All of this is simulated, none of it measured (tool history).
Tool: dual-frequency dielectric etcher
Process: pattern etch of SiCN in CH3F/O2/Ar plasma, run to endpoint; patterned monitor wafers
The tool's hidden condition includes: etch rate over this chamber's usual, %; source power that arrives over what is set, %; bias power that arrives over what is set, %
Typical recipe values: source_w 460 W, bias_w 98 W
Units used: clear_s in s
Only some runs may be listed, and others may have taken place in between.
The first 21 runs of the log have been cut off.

| run | hour | source_w | bias_w | wafers since the last listed run | hours since the last wet clean | hours since the last source power generator calibration | hours since the last bias power generator calibration | hours since the last upper electrode change | incoming incoming film thickness, nm | clear_s |
|---|---|---|---|---|---|---|---|---|---|---|
|  | 311.5 | wet clean of the chamber |
| 22 | 312 | 460 | 98 | 27 | 0.5 | 111.2 | 2972.7 | 167.9 | 12.97 | 30.7 |
| 23 | 314.8 | 460 | 91 | 38 | 3.3 | 114 | 2975.5 | 170.7 | 13.11 | 31.6 |
| 24 | 331.5 | 520 | 74 | 227 | 20 | 130.7 | 2992.2 | 187.4 | 13.3 | 32.2 |
|  | 337.3 | bias power generator calibrated |
| 25 | 338.7 | 460 | 98 | 43 | 27.2 | 137.9 | 1.4 | 194.6 | 13.08 | 30.9 |
| 26 | 347 | 460 | 98 | 113 | 35.5 | 146.2 | 9.7 | 202.9 | 13.21 | 31.2 |
| 27 | 400.7 | 570 | 83 | 732 | 89.2 | 199.9 | 63.4 | 256.6 | 13.13 | 29.9 |
| 28 | 412.5 | 490 | 115 | 160 | 101 | 211.7 | 75.2 | 268.4 | 13.16 | 29.3 |
| 29 | 428.3 | 530 | 107 | 215 | 116.8 | 227.5 | 91 | 284.2 | 13.23 | 29.1 |
| 30 | 440.7 | 400 | 105 | 169 | 129.2 | 239.9 | 103.4 | 296.6 | 13.25 | 32.6 |
| 31 | 479.5 | 460 | 114 | 528 | 168 | 278.7 | 142.2 | 335.4 | 13.15 | 30.1 |

3 ways to go on from here, each from the tool as it stands after run 31. What would each give?
| A | 479.9 | 570 | 98 | 5 | 168.4 | 279.1 | 142.6 | 335.8 | 13.14 | ? |
| B | 479.9 | 390 | 91 | 5 | 168.4 | 279.1 | 142.6 | 335.8 | 13.14 | ? |
| C | 479.9 | 420 | 79 | 5 | 168.4 | 279.1 | 142.6 | 335.8 | 13.14 | ? |

| run | clear_s |
|---|---|
| A | 28.8 |
| B | 34 |
| C | 34.2 |
Take away the tool's hidden state, keep each run's random variation, and the runs would have read:
| run | clear_s |
|---|---|
| A | 28.5 |
| B | 33.5 |
| C | 33.8 |
